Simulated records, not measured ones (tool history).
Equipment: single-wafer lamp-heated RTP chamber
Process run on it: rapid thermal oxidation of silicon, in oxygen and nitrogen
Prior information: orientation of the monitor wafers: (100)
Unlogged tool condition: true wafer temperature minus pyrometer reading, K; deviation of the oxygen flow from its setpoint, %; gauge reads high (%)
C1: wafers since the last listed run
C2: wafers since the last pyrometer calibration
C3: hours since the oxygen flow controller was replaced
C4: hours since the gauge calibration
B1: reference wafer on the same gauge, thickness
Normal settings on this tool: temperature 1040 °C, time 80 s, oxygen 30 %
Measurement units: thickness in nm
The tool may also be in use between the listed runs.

{"run": 1, "hour": 0.0, "temperature": 1040, "time": 80, "oxygen": 30, "C1": 0, "C2": 2551, "C3": 2614.1, "C4": 308.6, "B1": 5.54, "thickness": 6.081}
{"run": 2, "hour": 8.2, "temperature": 1040, "time": 80, "oxygen": 30, "C1": 51, "C2": 2602, "C3": 2622.3, "C4": 316.8, "B1": 5.54, "thickness": 6.08}
{"run": 3, "hour": 38.9, "temperature": 1040, "time": 80, "oxygen": 30, "C1": 193, "C2": 2795, "C3": 2653, "C4": 347.5, "B1": 5.54, "thickness": 6.088}
{"run": 4, "hour": 47.4, "temperature": 1040, "time": 80, "oxygen": 30, "C1": 53, "C2": 2849, "C3": 2661.5, "C4": 356, "B1": 5.539, "thickness": 6.092}
{"run": 5, "hour": 57.4, "temperature": 1040, "time": 80, "oxygen": 30, "C1": 62, "C2": 2912, "C3": 2671.5, "C4": 366, "B1": 5.54, "thickness": 6.097}
{"run": 6, "hour": 70.6, "temperature": 1056, "time": 80, "oxygen": 30, "C1": 83, "C2": 2995, "C3": 2684.7, "C4": 379.2, "B1": 5.539, "thickness": 6.805}
{"run": 7, "hour": 78.8, "temperature": 1056, "time": 80, "oxygen": 30, "C1": 51, "C2": 3047, "C3": 2692.9, "C4": 387.4, "B1": 5.54, "thickness": 6.804}
{"run": 8, "hour": 92.3, "temperature": 1056, "time": 80, "oxygen": 30, "C1": 84, "C2": 3131, "C3": 2706.4, "C4": 400.9, "B1": 5.541, "thickness": 6.788}
{"run": 9, "hour": 100.1, "temperature": 1040, "time": 98, "oxygen": 30, "C1": 49, "C2": 3181, "C3": 2714.2, "C4": 408.7, "B1": 5.54, "thickness": 6.69}
{"run": 10, "hour": 110.7, "temperature": 1026, "time": 80, "oxygen": 30, "C1": 66, "C2": 3247, "C3": 2724.8, "C4": 419.3, "B1": 5.541, "thickness": 5.559}
{"run": 11, "hour": 128.0, "temperature": 1026, "time": 80, "oxygen": 30, "C1": 108, "C2": 3356, "C3": 2742.1, "C4": 436.6, "B1": 5.539, "thickness": 5.557}
{"hour": 150.6, "done": "pyrometer window cleaned and pyrometer calibrated"}
{"run": 12, "hour": 151.1, "temperature": 1026, "time": 80, "oxygen": 30, "C1": 95, "C2": 2, "C3": 2765.2, "C4": 459.7, "B1": 5.538, "thickness": 5.478}
{"run": 13, "hour": 159.3, "temperature": 1040, "time": 80, "oxygen": 30, "C1": 51, "C2": 54, "C3": 2773.4, "C4": 467.9, "B1": 5.541, "thickness": 6.042}
{"run": 14, "hour": 166.1, "temperature": 1040, "time": 80, "oxygen": 30, "C1": 42, "C2": 97, "C3": 2780.2, "C4": 474.7, "B1": 5.541, "thickness": 6.04}
{"run": 15, "hour": 183.8, "temperature": 1040, "time": 80, "oxygen": 30, "C1": 111, "C2": 208, "C3": 2797.9, "C4": 492.4, "B1": 5.54, "thickness": 6.03}
{"hour": 188.7, "done": "gauge calibrated"}
{"run": 16, "hour": 190.0, "temperature": 1040, "time": 80, "oxygen": 30, "C1": 39, "C2": 247, "C3": 2804.1, "C4": 1.3, "B1": 5.539, "thickness": 6.044}
{"hour": 209.7, "done": "oxygen flow controller replaced"}
{"run": 17, "hour": 210.2, "temperature": 1040, "time": 105, "oxygen": 30, "C1": 76, "C2": 324, "C3": 0.5, "C4": 21.5, "B1": 5.54, "thickness": 6.802}
{"run": 18, "hour": 224.8, "temperature": 1040, "time": 80, "oxygen": 17, "C1": 91, "C2": 416, "C3": 15.1, "C4": 36.1, "B1": 5.54, "thickness": 4.984}
{"run": 19, "hour": 231.2, "temperature": 1068, "time": 67, "oxygen": 30, "C1": 40, "C2": 456, "C3": 21.5, "C4": 42.5, "B1": 5.54, "thickness": 6.735}
{"run": 20, "hour": 243.3, "temperature": 1059, "time": 43, "oxygen": 17, "C1": 76, "C2": 532, "C3": 33.6, "C4": 54.6, "B1": 5.541, "thickness": 4.347}
{"run": 21, "hour": 256.7, "temperature": 1040, "time": 80, "oxygen": 30, "C1": 84, "C2": 617, "C3": 47, "C4": 68, "B1": 5.539, "thickness": 6.048}
{"run": 22, "hour": 265.1, "temperature": 1040, "time": 80, "oxygen": 47, "C1": 52, "C2": 669, "C3": 55.4, "C4": 76.4, "B1": 5.54, "thickness": 7.073}
{"run": 23, "hour": 272.0, "temperature": 1032, "time": 80, "oxygen": 44, "C1": 43, "C2": 713, "C3": 62.3, "C4": 83.3, "B1": 5.54, "thickness": 6.521}
{"run": 24, "hour": 280.7, "temperature": 1069, "time": 46, "oxygen": 17, "C1": 54, "C2": 768, "C3": 71, "C4": 92, "B1": 5.54, "thickness": 4.757}
{"run": 25, "hour": 297.6, "temperature": 1040, "time": 114, "oxygen": 52, "C1": 106, "C2": 874, "C3": 87.9, "C4": 108.9, "B1": 5.541, "thickness": 8.602}
{"run": 26, "hour": 307.2, "temperature": 1023, "time": 102, "oxygen": 17, "C1": 60, "C2": 934, "C3": 97.5, "C4": 118.5, "B1": 5.542, "thickness": 4.951}
{"run": 27, "hour": 322.9, "temperature": 1027, "time": 93, "oxygen": 30, "C1": 98, "C2": 1033, "C3": 113.2, "C4": 134.2, "B1": 5.541, "thickness": 5.897}
{"run": 28, "hour": 339.5, "temperature": 1062, "time": 93, "oxygen": 57, "C1": 104, "C2": 1138, "C3": 129.8, "C4": 150.8, "B1": 5.54, "thickness": 9.429}
{"run": 29, "hour": 346.1, "temperature": 1040, "time": 80, "oxygen": 30, "C1": 41, "C2": 1179, "C3": 136.4, "C4": 157.4, "B1": 5.54, "thickness": 6.045}
{"run": 30, "hour": 360.0, "temperature": 1040, "time": 80, "oxygen": 30, "C1": 87, "C2": 1267, "C3": 150.3, "C4": 171.3, "B1": 5.539, "thickness": 6.052}
{"run": 31, "hour": 376.6, "temperature": 1023, "time": 63, "oxygen": 49, "C1": 104, "C2": 1371, "C3": 166.9, "C4": 187.9, "B1": 5.54, "thickness": 5.744}
{"run": 32, "hour": 407.8, "temperature": 1063, "time": 63, "oxygen": 30, "C1": 196, "C2": 1567, "C3": 198.1, "C4": 219.1, "B1": 5.54, "thickness": 6.349}
{"run": 33, "hour": 420.0, "temperature": 1028, "time": 116, "oxygen": 30, "C1": 76, "C2": 1644, "C3": 210.3, "C4": 231.3, "B1": 5.538, "thickness": 6.554}
{"run": 34, "hour": 430.1, "temperature": 1063, "time": 46, "oxygen": 17, "C1": 63, "C2": 1708, "C3": 220.4, "C4": 241.4, "B1": 5.54, "thickness": 4.601}
{"run": 35, "hour": 445.1, "temperature": 1040, "time": 80, "oxygen": 30, "C1": 94, "C2": 1802, "C3": 235.4, "C4": 256.4, "B1": 5.54, "thickness": 6.057}
{"run": 36, "hour": 460.4, "temperature": 1016, "time": 67, "oxygen": 43, "C1": 96, "C2": 1898, "C3": 250.7, "C4": 271.7, "B1": 5.54, "thickness": 5.392}
{"run": 37, "hour": 467.3, "temperature": 1040, "time": 80, "oxygen": 30, "C1": 43, "C2": 1942, "C3": 257.6, "C4": 278.6, "B1": 5.541, "thickness": 6.071}

Consider 5 possible next runs. They are alternatives, not a sequence: every one starts from the tool as it was left by run 37. What does each give?
{"run": "A", "hour": 467.8, "temperature": 1040, "time": 94, "oxygen": 30, "C1": 3, "C2": 1945, "C3": 258.1, "C4": 279.1, "B1": "?", "thickness": "?"}
{"run": "B", "hour": 467.8, "temperature": 1069, "time": 60, "oxygen": 17, "C1": 3, "C2": 1945, "C3": 258.1, "C4": 279.1, "B1": "?", "thickness": "?"}
{"run": "C", "hour": 467.8, "temperature": 1014, "time": 115, "oxygen": 17, "C1": 3, "C2": 1945, "C3": 258.1, "C4": 279.1, "B1": "?", "thickness": "?"}
{"run": "D", "hour": 467.8, "temperature": 1040, "time": 51, "oxygen": 30, "C1": 3, "C2": 1945, "C3": 258.1, "C4": 279.1, "B1": "?", "thickness": "?"}
{"run": "E", "hour": 467.8, "temperature": 1061, "time": 96, "oxygen": 30, "C1": 3, "C2": 1945, "C3": 258.1, "C4": 279.1, "B1": "?", "thickness": "?"}

run=A B1=5.541 thickness=6.528
run=B B1=5.541 thickness=5.352
run=C B1=5.541 thickness=4.937
run=D B1=5.541 thickness=5.012
run=E B1=5.541 thickness=7.591
With the hidden condition removed and each run's random variation left untouched, the same runs would have given:
run=A thickness=6.492
run=B thickness=5.325
run=C thickness=4.911
run=D thickness=4.986
run=E thickness=7.55
